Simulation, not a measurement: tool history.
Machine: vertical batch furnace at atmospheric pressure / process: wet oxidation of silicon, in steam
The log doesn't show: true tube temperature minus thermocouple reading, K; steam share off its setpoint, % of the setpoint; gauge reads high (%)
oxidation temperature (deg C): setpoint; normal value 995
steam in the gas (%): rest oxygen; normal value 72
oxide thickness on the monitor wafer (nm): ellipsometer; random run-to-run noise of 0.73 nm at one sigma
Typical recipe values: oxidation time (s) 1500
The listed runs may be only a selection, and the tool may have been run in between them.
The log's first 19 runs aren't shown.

| run | hour | oxidation temperature (deg C) | oxidation time (s) | steam in the gas (%) | wafers since the last listed run | hours since the last temperature calibration | hours since the steam generator was serviced | hours since the gauge calibration | read-back reference wafer on the same gauge, thickness | oxide thickness on the monitor wafer (nm) |
|---|---|---|---|---|---|---|---|---|---|---|
| 20 | 1691.7 | 1011 | 1500 | 72 | 868 | 166.5 | 2768.8 | 173.7 | 181.16 | 179.83 |
| 21 | 1733.3 | 972 | 1110 | 72 | 723 | 208.1 | 2810.4 | 215.3 | 181.02 | 93.06 |
| 22 | 2027 | 1008 | 1080 | 82 | 5111 | 501.8 | 3104.1 | 509 | 181.15 | 149.95 |
| 23 | 2125.5 | 1002 | 2040 | 66 | 1714 | 600.3 | 3202.6 | 607.5 | 180.98 | 197.9 |
| 24 | 2231.9 | 1016 | 1500 | 65 | 1851 | 706.7 | 3309 | 713.9 | 180.87 | 176.74 |
| 25 | 2329 | 975 | 1950 | 76 | 1689 | 803.8 | 3406.1 | 811 | 181.02 | 162.54 |
|  | 2391.1 | steam generator serviced |
| 26 | 2391.6 | 982 | 2040 | 62 | 671 | 866.4 | 0.5 | 873.6 | 180.84 | 161.42 |
| 27 | 2448.6 | 995 | 1500 | 83 | 991 | 923.4 | 57.5 | 930.6 | 181.25 | 182.03 |
| 28 | 2507 | 995 | 1500 | 72 | 1016 | 981.8 | 115.9 | 989 | 180.98 | 162.29 |
| 29 | 2597.5 | 1002 | 2190 | 75 | 1574 | 1072.3 | 206.4 | 1079.5 | 181.01 | 239.62 |
| 30 | 2688.8 | 995 | 1500 | 72 | 1588 | 1163.6 | 297.7 | 1170.8 | 180.88 | 161.29 |
| 31 | 2741.7 | 1014 | 1230 | 72 | 920 | 1216.5 | 350.6 | 1223.7 | 181.06 | 165.45 |
| 32 | 2798.9 | 976 | 2190 | 72 | 995 | 1273.7 | 407.8 | 1280.9 | 180.96 | 180.43 |
| 33 | 2876.3 | 1002 | 2100 | 83 | 1346 | 1351.1 | 485.2 | 1358.3 | 180.94 | 248.57 |
| 34 | 2915.3 | 995 | 1500 | 75 | 678 | 1390.1 | 524.2 | 1397.3 | 180.83 | 167.4 |
| 35 | 3007.7 | 1002 | 1500 | 72 | 1608 | 1482.5 | 616.6 | 1489.7 | 180.86 | 172.06 |
| 36 | 3112 | 1004 | 1260 | 68 | 1815 | 1586.8 | 720.9 | 1594 | 181.21 | 146.67 |
| 37 | 3216.8 | 975 | 1950 | 76 | 1823 | 1691.6 | 825.7 | 1698.8 | 181.19 | 169.71 |
| 38 | 3290.7 | 995 | 1230 | 72 | 1286 | 1765.5 | 899.6 | 1772.7 | 180.8 | 138.42 |

Forecast each of these 4 alternatives for the next run:
| A | 3295.4 | 1014 | 1500 | 72 | 81 | 1770.2 | 904.3 | 1777.4 | ? | ? |
| B | 3295.4 | 1016 | 810 | 79 | 81 | 1770.2 | 904.3 | 1777.4 | ? | ? |
| C | 3295.4 | 1006 | 1500 | 72 | 81 | 1770.2 | 904.3 | 1777.4 | ? | ? |
| D | 3295.4 | 995 | 1500 | 68 | 81 | 1770.2 | 904.3 | 1777.4 | ? | ? |

| run | read-back reference wafer on the same gauge, thickness | oxide thickness on the monitor wafer (nm) |
|---|---|---|
| A | 180.82 | 193.33 |
| B | 180.82 | 131.31 |
| C | 180.82 | 179.81 |
| D | 180.82 | 154.55 |
With the hidden condition removed and each run's random variation left untouched, the same runs would have given:
| run | oxide thickness on the monitor wafer (nm) |
|---|---|
| A | 192.93 |
| B | 130.79 |
| C | 179.29 |
| D | 153.88 |

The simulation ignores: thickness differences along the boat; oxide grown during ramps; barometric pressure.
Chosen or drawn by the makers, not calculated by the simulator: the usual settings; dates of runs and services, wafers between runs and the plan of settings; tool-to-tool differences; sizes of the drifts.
